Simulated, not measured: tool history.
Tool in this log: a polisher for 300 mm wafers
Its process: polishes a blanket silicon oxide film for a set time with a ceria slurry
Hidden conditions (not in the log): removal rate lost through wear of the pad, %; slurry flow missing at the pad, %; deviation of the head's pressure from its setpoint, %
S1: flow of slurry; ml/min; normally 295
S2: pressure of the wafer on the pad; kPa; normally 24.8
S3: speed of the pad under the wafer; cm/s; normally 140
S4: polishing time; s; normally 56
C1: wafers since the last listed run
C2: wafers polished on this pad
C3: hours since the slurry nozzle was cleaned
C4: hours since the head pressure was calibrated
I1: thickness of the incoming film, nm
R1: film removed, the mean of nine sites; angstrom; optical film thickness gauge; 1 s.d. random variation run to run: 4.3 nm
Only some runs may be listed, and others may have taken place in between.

run 1 day=0.000 | S1=295 S2=24.8 S3=140 S4=56 | C1=0 C2=285 C3=638.3 C4=238.9 | I1=1809.6 | R1=3301
-- day=0.683 slurry nozzle cleaned
run 2 day=1.708 | S1=295 S2=24.8 S3=104 S4=56 | C1=275 C2=560 C3=24.6 C4=279.9 | I1=1813.8 | R1=2539
run 3 day=3.333 | S1=295 S2=24.8 S3=104 S4=56 | C1=268 C2=829 C3=63.6 C4=318.9 | I1=1811.6 | R1=2561
run 4 day=6.283 | S1=295 S2=24.8 S3=104 S4=56 | C1=488 C2=1317 C3=134.4 C4=389.7 | I1=1828.3 | R1=2567
run 5 day=7.638 | S1=295 S2=24.8 S3=140 S4=56 | C1=224 C2=1542 C3=166.9 C4=422.2 | I1=1788.3 | R1=3270
-- day=7.975 worn pad replaced by a new one
run 6 day=9.025 | S1=295 S2=24.8 S3=140 S4=56 | C1=202 C2=173 C3=200.2 C4=455.5 | I1=1815.2 | R1=3288
run 7 day=11.388 | S1=295 S2=24.8 S3=140 S4=56 | C1=390 C2=564 C3=256.9 C4=512.2 | I1=1781.9 | R1=3236
run 8 day=12.417 | S1=295 S2=24.8 S3=140 S4=56 | C1=170 C2=734 C3=281.6 C4=536.9 | I1=1765.7 | R1=3234
run 9 day=13.492 | S1=295 S2=24.8 S3=140 S4=56 | C1=177 C2=912 C3=307.4 C4=562.7 | I1=1818.1 | R1=3165
run 10 day=15.212 | S1=295 S2=24.8 S3=140 S4=56 | C1=284 C2=1197 C3=348.7 C4=604.0 | I1=1807.5 | R1=3159
-- day=17.442 worn pad replaced by a new one
run 11 day=17.892 | S1=295 S2=24.8 S3=140 S4=56 | C1=415 C2=74 C3=413.0 C4=668.3 | I1=1792.2 | R1=3151
-- day=18.567 head pressure recalibrated
run 12 day=20.525 | S1=295 S2=24.8 S3=140 S4=56 | C1=421 C2=496 C3=476.2 C4=47.0 | I1=1798.1 | R1=2971
run 13 day=21.854 | S1=295 S2=24.8 S3=140 S4=45 | C1=219 C2=716 C3=508.1 C4=78.9 | I1=1812.4 | R1=2389
run 14 day=24.738 | S1=255 S2=24.8 S3=120 S4=44 | C1=477 C2=1193 C3=577.3 C4=148.1 | I1=1811.4 | R1=2051
-- day=25.329 slurry nozzle cleaned
run 15 day=26.100 | S1=220 S2=24.8 S3=140 S4=56 | C1=218 C2=1412 C3=18.5 C4=180.8 | I1=1830.0 | R1=2874
run 16 day=27.121 | S1=390 S2=18.6 S3=96 S4=74 | C1=168 C2=1580 C3=43.0 C4=205.3 | I1=1801.2 | R1=2240
-- day=28.879 worn pad replaced by a new one
run 17 day=29.512 | S1=265 S2=30.3 S3=162 S4=71 | C1=368 C2=105 C3=100.4 C4=262.7 | I1=1777.1 | R1=5036
-- day=31.088 head pressure recalibrated, repeated, since the last time left the tool worse
run 18 day=32.421 | S1=295 S2=24.8 S3=140 S4=56 | C1=467 C2=572 C3=170.2 C4=32.0 | I1=1812.1 | R1=3410
run 19 day=35.383 | S1=295 S2=24.8 S3=140 S4=45 | C1=490 C2=1062 C3=241.3 C4=103.1 | I1=1769.4 | R1=2644
run 20 day=36.733 | S1=210 S2=20.0 S3=160 S4=36 | C1=223 C2=1286 C3=273.7 C4=135.5 | I1=1773.3 | R1=1883
-- day=38.712 worn pad replaced by a new one
run 21 day=39.212 | S1=295 S2=24.8 S3=102 S4=56 | C1=382 C2=82 C3=333.2 C4=195.0 | I1=1774.2 | R1=2556
run 22 day=40.688 | S1=390 S2=18.6 S3=96 S4=74 | C1=244 C2=326 C3=368.6 C4=230.4 | I1=1835.8 | R1=2509
run 23 day=43.229 | S1=325 S2=22.8 S3=178 S4=45 | C1=420 C2=747 C3=429.6 C4=291.4 | I1=1760.3 | R1=2978
run 24 day=45.350 | S1=390 S2=20.7 S3=178 S4=64 | C1=350 C2=1098 C3=480.5 C4=342.3 | I1=1785.0 | R1=3926
run 25 day=46.658 | S1=295 S2=33.1 S3=140 S4=56 | C1=216 C2=1314 C3=511.9 C4=373.7 | I1=1774.1 | R1=4227
run 26 day=47.679 | S1=200 S2=24.8 S3=140 S4=56 | C1=168 C2=1483 C3=536.4 C4=398.2 | I1=1778.7 | R1=3104
-- day=49.058 worn pad replaced by a new one
run 27 day=50.375 | S1=295 S2=24.8 S3=96 S4=56 | C1=418 C2=217 C3=601.1 C4=462.9 | I1=1810.4 | R1=2320

Below are 3 alternative next runs, each starting from the tool's condition after run 27. Predict each:
run A day=50.392 | S1=295 S2=24.8 S3=140 S4=56 | C1=2 C2=220 C3=601.5 C4=463.3 | I1=1816.5 | R1=?
run B day=50.392 | S1=240 S2=20.0 S3=140 S4=56 | C1=2 C2=220 C3=601.5 C4=463.3 | I1=1816.5 | R1=?
run C day=50.392 | S1=375 S2=24.8 S3=152 S4=56 | C1=2 C2=220 C3=601.5 C4=463.3 | I1=1816.5 | R1=?

run=A R1=3187
run=B R1=2542
run=C R1=3479
What these runs would have given with no unlogged condition in the tool:
run=A R1=3380
run=B R1=2696
run=C R1=3691
